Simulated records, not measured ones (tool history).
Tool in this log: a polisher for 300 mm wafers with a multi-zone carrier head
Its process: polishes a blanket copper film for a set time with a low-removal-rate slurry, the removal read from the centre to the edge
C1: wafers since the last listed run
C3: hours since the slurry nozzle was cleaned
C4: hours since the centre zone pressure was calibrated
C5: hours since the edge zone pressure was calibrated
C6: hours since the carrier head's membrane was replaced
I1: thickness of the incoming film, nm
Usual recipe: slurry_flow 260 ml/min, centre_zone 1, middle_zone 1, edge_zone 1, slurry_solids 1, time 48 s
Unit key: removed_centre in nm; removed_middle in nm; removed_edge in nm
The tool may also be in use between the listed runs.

Run 1, hour 0: usual settings; C1 0; wafers polished on this pad 687; C3 428.6; C4 751.3; C5 485.5; C6 257.4; I1 625.3. Result: removed_centre 108.4 nm, removed_middle 114.7 nm, removed_edge 110.6 nm.
Run 2, hour 12.7: usual settings but slurry_flow 295 ml/min; C1 79; wafers polished on this pad 766; C3 441.3; C4 764; C5 498.2; C6 270.1; I1 613. Result: removed_centre 109.1 nm, removed_middle 112.7 nm, removed_edge 111.1 nm.
At hour 26.8: worn pad replaced by a new one.
Run 3, hour 27.3: usual settings; C1 66; wafers polished on this pad 3; C3 455.9; C4 778.6; C5 512.8; C6 284.7; I1 616.9. Result: removed_centre 119.2 nm, removed_middle 120.6 nm, removed_edge 120.8 nm.
At hour 35.6: slurry nozzle cleaned.
Run 4, hour 45.8: usual settings; C1 109; wafers polished on this pad 112; C3 10.2; C4 797.1; C5 531.3; C6 303.2; I1 615.5. Result: removed_centre 116.1 nm, removed_middle 117.4 nm, removed_edge 116.1 nm.
Run 5, hour 60.6: usual settings but slurry_flow 280 ml/min, middle_zone 0.91; C1 92; wafers polished on this pad 204; C3 25; C4 811.9; C5 546.1; C6 318; I1 619.9. Result: removed_centre 114.6 nm, removed_middle 107 nm, removed_edge 114.5 nm.
Run 6, hour 129.5: usual settings but slurry_flow 280 ml/min, middle_zone 0.91; C1 429; wafers polished on this pad 634; C3 93.9; C4 880.8; C5 615; C6 386.9; I1 615.7. Result: removed_centre 109.7 nm, removed_middle 104.9 nm, removed_edge 111.2 nm.
At hour 152.3: edge zone pressure recalibrated.
At hour 158.9: worn pad replaced by a new one.
Run 7, hour 159.4: usual settings but slurry_flow 280 ml/min, middle_zone 0.91; C1 148; wafers polished on this pad 3; C3 123.8; C4 910.7; C5 7.1; C6 416.8; I1 628. Result: removed_centre 117.5 nm, removed_middle 111.9 nm, removed_edge 119.6 nm.
Run 8, hour 179.7: usual settings; C1 126; wafers polished on this pad 129; C3 144.1; C4 931; C5 27.4; C6 437.1; I1 630.7. Result: removed_centre 113 nm, removed_middle 116.1 nm, removed_edge 114.9 nm.
At hour 205.5: centre zone pressure recalibrated.
Run 9, hour 208.5: usual settings; C1 167; wafers polished on this pad 296; C3 172.9; C4 3; C5 56.2; C6 465.9; I1 627.4. Result: removed_centre 110.6 nm, removed_middle 113.8 nm, removed_edge 112 nm.
At hour 238.4: carrier head's membrane replaced by a new one.
Run 10, hour 243.8: usual settings; C1 188; wafers polished on this pad 485; C3 208.2; C4 38.3; C5 91.5; C6 5.4; I1 620. Result: removed_centre 107.9 nm, removed_middle 112.1 nm, removed_edge 109.5 nm.
Run 11, hour 277.4: usual settings but slurry_solids 1.3; C1 209; wafers polished on this pad 695; C3 241.8; C4 71.9; C5 125.1; C6 39; I1 621.2. Result: removed_centre 112.1 nm, removed_middle 116 nm, removed_edge 113.3 nm.
Run 12, hour 293.3: usual settings but slurry_flow 325 ml/min, centre_zone 1.03, time 57 s; C1 99; wafers polished on this pad 794; C3 257.7; C4 87.8; C5 141; C6 54.9; I1 629.8. Result: removed_centre 132.9 nm, removed_middle 131.8 nm, removed_edge 131.6 nm.
At hour 300.9: worn pad replaced by a new one, of another model than before.
Run 13, hour 326.3: usual settings; C1 180; wafers polished on this pad 158; C3 290.7; C4 120.8; C5 174; C6 87.9; I1 622.2. Result: removed_centre 115.5 nm, removed_middle 120.4 nm, removed_edge 115.8 nm.
Run 14, hour 362.1: usual settings; C1 223; wafers polished on this pad 381; C3 326.5; C4 156.6; C5 209.8; C6 123.7; I1 609.7. Result: removed_centre 111.9 nm, removed_middle 115.8 nm, removed_edge 113.6 nm.
Run 15, hour 396.1: usual settings but edge_zone 1.07; C1 211; wafers polished on this pad 593; C3 360.5; C4 190.6; C5 243.8; C6 157.7; I1 617. Result: removed_centre 111.2 nm, removed_middle 112.7 nm, removed_edge 115.5 nm.
At hour 411: slurry nozzle cleaned.
Run 16, hour 431.5: usual settings but slurry_flow 185 ml/min, middle_zone 1.03, edge_zone 0.93; C1 214; wafers polished on this pad 808; C3 20.5; C4 226; C5 279.2; C6 193.1; I1 620.4. Result: removed_centre 106.7 nm, removed_middle 113.4 nm, removed_edge 104.9 nm.
Run 17, hour 444.8: usual settings but middle_zone 1.07, edge_zone 0.93, slurry_solids 1.25; C1 82; wafers polished on this pad 890; C3 33.8; C4 239.3; C5 292.5; C6 206.4; I1 623. Result: removed_centre 114.2 nm, removed_middle 122.4 nm, removed_edge 109.7 nm.
At hour 453.1: worn pad replaced by a new one.
Run 18, hour 465: usual settings but centre_zone 0.88, edge_zone 0.96, slurry_solids 1.3, time 37 s; C1 100; wafers polished on this pad 74; C3 54; C4 259.5; C5 312.7; C6 226.6; I1 625.7. Result: removed_centre 84.5 nm, removed_middle 95.9 nm, removed_edge 93.3 nm.
Run 19, hour 491.8: usual settings; C1 167; wafers polished on this pad 241; C3 80.8; C4 286.3; C5 339.5; C6 253.4; I1 623.5. Result: removed_centre 114 nm, removed_middle 117.3 nm, removed_edge 115.1 nm.
Run 20, hour 510.4: usual settings but edge_zone 0.91; C1 115; wafers polished on this pad 357; C3 99.4; C4 304.9; C5 358.1; C6 272; I1 621.2. Result: removed_centre 112.6 nm, removed_middle 115 nm, removed_edge 106.4 nm.
Run 21, hour 536.9: usual settings but centre_zone 1.09, time 33 s; C1 165; wafers polished on this pad 522; C3 125.9; C4 331.4; C5 384.6; C6 298.5; I1 619.3. Result: removed_centre 81.7 nm, removed_middle 77.7 nm, removed_edge 77.3 nm.
Run 22, hour 571.3: usual settings but slurry_flow 180 ml/min, centre_zone 0.96; C1 214; wafers polished on this pad 736; C3 160.3; C4 365.8; C5 419; C6 332.9; I1 622.9. Result: removed_centre 102.2 nm, removed_middle 111.3 nm, removed_edge 107.3 nm.

Hidden state at the last listed run before each entry between runs and at the first one after, where it differs:
Runs 2 to 3: worn pad replaced by a new one (hour 26.8)
  removal rate lost through wear of the pad, %: 9.96 -> 1.3
  the result without the hidden state subtracted from the measured one, removed_centre: -12 -> -1.5 nm; removed_middle: -12.5 -> -1.6 nm; removed_edge: -12.2 -> -1.6 nm
Runs 3 to 4: slurry nozzle cleaned (hour 35.6)
  removal rate lost through wear of the pad, %: 1.3 -> 4.34
  the result without the hidden state subtracted from the measured one, removed_centre: -1.5 -> -5.3 nm; removed_middle: -1.6 -> -5.3 nm; removed_edge: -1.6 -> -5.3 nm
Runs 6 to 7: edge zone pressure recalibrated (hour 152.3); worn pad replaced by a new one (hour 158.9)
  removal rate lost through wear of the pad, %: 9.48 -> 2.08
  the result without the hidden state subtracted from the measured one, removed_centre: -11.5 -> -2.5 nm; removed_middle: -11 -> -2.4 nm; removed_edge: -11.7 -> -2.6 nm
Runs 8 to 9: centre zone pressure recalibrated (hour 205.5)
  removal rate lost through wear of the pad, %: 5.36 -> 8.11
  the result without the hidden state subtracted from the measured one, removed_centre: -6.4 -> -9.7 nm; removed_middle: -6.6 -> -10.1 nm; removed_edge: -6.5 -> -9.8 nm
Runs 9 to 10: carrier head's membrane replaced by a new one (hour 238.4)
  removal rate lost through wear of the pad, %: 8.11 -> 9.8
  the result without the hidden state subtracted from the measured one, removed_centre: -9.7 -> -11.7 nm; removed_middle: -10.1 -> -12.2 nm; removed_edge: -9.8 -> -11.9 nm
Runs 12 to 13: worn pad replaced by a new one, of another model than before (hour 300.9)
  removal rate lost through wear of the pad, %: 10.8 -> 4.16
  the result without the hidden state subtracted from the measured one, removed_centre: -16 -> -5 nm; removed_middle: -15.9 -> -5.2 nm; removed_edge: -15.9 -> -5 nm
Runs 15 to 16: slurry nozzle cleaned (hour 411)
  removal rate lost through wear of the pad, %: 8.32 -> 8.95
  the result without the hidden state subtracted from the measured one, removed_centre: -10.1 -> -10.5 nm; removed_middle: -10.3 -> -11.1 nm; removed_edge: -10.4 -> -10.3 nm
Runs 17 to 18: worn pad replaced by a new one (hour 453.1)
  removal rate lost through wear of the pad, %: 9.08 -> 2.75
  the result without the hidden state subtracted from the measured one, removed_centre: -11.4 -> -2.4 nm; removed_middle: -12.2 -> -2.7 nm; removed_edge: -11 -> -2.7 nm
